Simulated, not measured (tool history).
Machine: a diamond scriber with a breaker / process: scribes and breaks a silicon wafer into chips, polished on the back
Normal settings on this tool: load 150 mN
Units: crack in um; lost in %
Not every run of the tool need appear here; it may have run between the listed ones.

run   hour  load  wafers since the last listed run  hours since the diamond tip was replaced  hours since the load on the tip was calibrated  incoming depth of the damage left on the back of the incoming wafer, um  crack  lost
  1      0   150                                 0                                     264.9                                             138                                                                     0.02  11.52  2.56
  2   16.3   150                                51                                     281.2                                           154.3                                                                     0.02  11.12  2.78
  3   33.3   150                                53                                     298.2                                           171.3                                                                     0.04   11.7  2.55
  4   44.1   150                                34                                       309                                           182.1                                                                     0.01  11.41  2.66
  5   55.9   150                                37                                     320.8                                           193.9                                                                     0.03  11.14  2.92
  6   62.2   150                                19                                     327.1                                           200.2                                                                     0.05  11.06  2.86
  7   75.8   150                                42                                     340.7                                           213.8                                                                     0.03  11.22  3.23
  8   82.9   128                                22                                     347.8                                           220.9                                                                     0.02  10.46  5.15
  9   91.6   128                                27                                     356.5                                           229.6                                                                     0.02  10.39   5.3
 10  101.6   128                                31                                     366.5                                           239.6                                                                     0.05   10.3  5.29
 11  118.2   150                                52                                     383.1                                           256.2                                                                     0.05  11.22  3.51
 12    130   150                                37                                     394.9                                             268                                                                     0.03  10.69  3.85
 13  143.5   150                                42                                     408.4                                           281.5                                                                     0.05  10.89  4.02
 14  195.3   150                               163                                     460.2                                           333.3                                                                     0.05  10.66  4.78
 15  207.6   150                                38                                     472.5                                           345.6                                                                     0.03  10.55  4.85
 16  225.1   150                                55                                       490                                           363.1                                                                     0.04  10.54  4.95
 17  235.2   125                                31                                     500.1                                           373.2                                                                     0.03   9.88  8.44
 18  246.7   170                                36                                     511.6                                           384.7                                                                     0.04  10.89  3.51
 19  255.1   166                                26                                       520                                           393.1                                                                     0.04  11.21  3.86
     272.1  -- diamond tip replaced by a new one
 20  272.8   128                                49                                       0.7                                           410.8                                                                     0.04  11.92  2.65
 21  280.3   150                                23                                       8.2                                           418.3                                                                     0.02  11.62  1.62
 22  295.1   194                                46                                        23                                           433.1                                                                     0.04  13.47  1.75
     306.3  -- load on the tip recalibrated
 23  310.9   112                                43                                      38.8                                             4.6                                                                     0.03   11.2  4.06
 24  324.7   174                                43                                      52.6                                            18.4                                                                     0.01  13.06  1.48
 25  334.1   150                                29                                        62                                            27.8                                                                     0.04  11.74  1.69
 26  350.4   150                                51                                      78.3                                            44.1                                                                     0.04     12  2.03
 27  357.5   150                                22                                      85.4                                            51.2                                                                     0.03  11.81  1.87
 28  368.6   150                                35                                      96.5                                            62.3                                                                     0.04  11.91  2.06
 29    378   171                                29                                     105.9                                            71.7                                                                     0.05  12.44  1.45
 30  389.2   162                                35                                     117.1                                            82.9                                                                     0.03  12.23  1.52
 31  400.9   135                                36                                     128.8                                            94.6                                                                     0.04  11.47  3.06
 32  408.6   174                                24                                     136.5                                           102.3                                                                     0.05     12  1.51

What would each run have given without the hidden state, its run-to-run variation left as it was?
The hidden state here: share of the diamond tip's cutting effectiveness lost through wear, %; deviation of the load on the tip from its setpoint, %.
run  crack  lost
  1  12.75  1.44
  2  12.38  1.49
  3   13.1   1.3
  4  12.82  1.32
  5  12.57   1.4
  6   12.5  1.35
  7  12.75  1.46
  8  11.91  1.79
  9  11.86   1.8
 10   11.8  1.75
 11  12.93  1.41
 12  12.37  1.49
 13  12.66   1.5
 14  12.62  1.53
 15  12.55   1.5
 16  12.62  1.46
 17  11.88  2.03
 18  13.14  1.72
 19  13.56  1.61
 20  12.39  1.95
 21   12.1  1.44
 22  14.09  2.53
 23  11.78  2.66
 24  13.79  1.87
 25  12.43  1.36
 26  12.77  1.57
 27  12.59  1.43
 28  12.75  1.53
 29  13.35  1.71
 30  13.17  1.42
 31   12.4  1.68
 32     13  1.85

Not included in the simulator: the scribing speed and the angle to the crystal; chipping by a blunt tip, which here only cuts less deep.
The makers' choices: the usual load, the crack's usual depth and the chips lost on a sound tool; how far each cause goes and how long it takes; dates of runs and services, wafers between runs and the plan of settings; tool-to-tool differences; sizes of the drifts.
